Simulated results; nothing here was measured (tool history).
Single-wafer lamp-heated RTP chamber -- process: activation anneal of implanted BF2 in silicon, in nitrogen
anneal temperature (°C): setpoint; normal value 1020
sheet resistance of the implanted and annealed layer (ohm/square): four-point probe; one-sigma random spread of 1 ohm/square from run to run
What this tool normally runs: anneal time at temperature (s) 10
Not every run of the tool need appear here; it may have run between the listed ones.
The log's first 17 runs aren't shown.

run    hour  anneal temperature (°C)  anneal time at temperature (s)  wafers since the last listed run  wafers since the last pyrometer calibration  wafers since the reflector plate was cleaned  hours since the gauge calibration  read-back reference wafer on the same gauge, sheet resistance  sheet resistance of the implanted and annealed layer (ohm/square)
 18  1267.6                      994                              12                              1230                                         4399                                          4918                              281.1                                                         186.03                                                             192.06
 19  1325.9                     1020                              10                               669                                         5069                                          5588                              339.4                                                         185.39                                                             163.93
 20  1392.2                     1040                              15                               761                                         5831                                          6349                              405.7                                                          186.1                                                             137.27
 21  1434.7                     1044                              13                               488                                         6319                                          6838                              448.2                                                         185.87                                                             136.16
     1487.8  -- pyrometer window cleaned and pyrometer calibrated
 22  1493.8                     1043                              12                               586                                           68                                          7425                              507.3                                                         186.24                                                             143.62
     1581.7  -- reflector plate cleaned
 23  1595.6                     1020                              16                              1077                                         1145                                           159                              609.1                                                         186.27                                                             157.84
 24  1680.5                     1020                              16                               975                                         2121                                          1134                                694                                                         186.39                                                             157.04
 25  1729.5                     1042                              13                               562                                         2684                                          1697                                743                                                         185.89                                                             140.37
 26  1838.7                     1035                              14                              1254                                         3938                                          2951                              852.2                                                         186.01                                                             144.62
 27  1915.7                     1020                              10                               884                                         4822                                          3836                              929.2                                                         185.64                                                             165.15
 28  1959.2                     1028                              16                               499                                         5322                                          4336                              972.7                                                         186.01                                                             146.71
 29  2043.3                     1039                              13                               966                                         6288                                          5302                             1056.8                                                         186.07                                                             142.12
 30  2110.9                     1020                              16                               776                                         7065                                          6078                             1124.4                                                         185.72                                                             152.87
       2169  -- pyrometer window cleaned and pyrometer calibrated
 31  2208.9                     1044                               8                              1033                                          457                                          7112                             1222.4                                                         186.41                                                              151.5
     2249.3  -- reflector plate cleaned
 32  2304.5                     1033                              15                              1006                                         1464                                           633                               1318                                                         186.23                                                             145.97
 33  2405.1                     1042                              15                              1155                                         2619                                          1789                             1418.6                                                         186.11                                                             138.87
 34  2491.9                     1020                              10                               997                                         3616                                          2786                             1505.4                                                         185.86                                                             168.16
 35  2553.7                     1035                              12                               709                                         4326                                          3496                             1567.2                                                         185.81                                                             147.43
 36  2664.2                      998                               6                              1269                                         5596                                          4765                             1677.7                                                         185.68                                                             200.54

Predict each of these 4 candidate next runs independently; none follows another, all start after run 36:
  A  2664.6                     1020                              15                                 4                                         5600                                          4770                             1678.1                                                              ?                                                                  ?
  B  2664.6                     1003                              10                                 4                                         5600                                          4770                             1678.1                                                              ?                                                                  ?
  C  2664.6                     1033                              16                                 4                                         5600                                          4770                             1678.1                                                              ?                                                                  ?
  D  2664.6                      999                               6                                 4                                         5600                                          4770                             1678.1                                                              ?                                                                  ?

run  read-back reference wafer on the same gauge, sheet resistance  sheet resistance of the implanted and annealed layer (ohm/square)
  A                                                         185.91                                                             155.73
  B                                                         185.91                                                             185.15
  C                                                         185.91                                                             142.49
  D                                                         185.91                                                             200.76
With the hidden condition removed and each run's random variation left untouched, the same runs would have given:
run  sheet resistance of the implanted and annealed layer (ohm/square)
  A                                                              161.3
  B                                                             191.97
  C                                                             147.08
  D                                                             207.16

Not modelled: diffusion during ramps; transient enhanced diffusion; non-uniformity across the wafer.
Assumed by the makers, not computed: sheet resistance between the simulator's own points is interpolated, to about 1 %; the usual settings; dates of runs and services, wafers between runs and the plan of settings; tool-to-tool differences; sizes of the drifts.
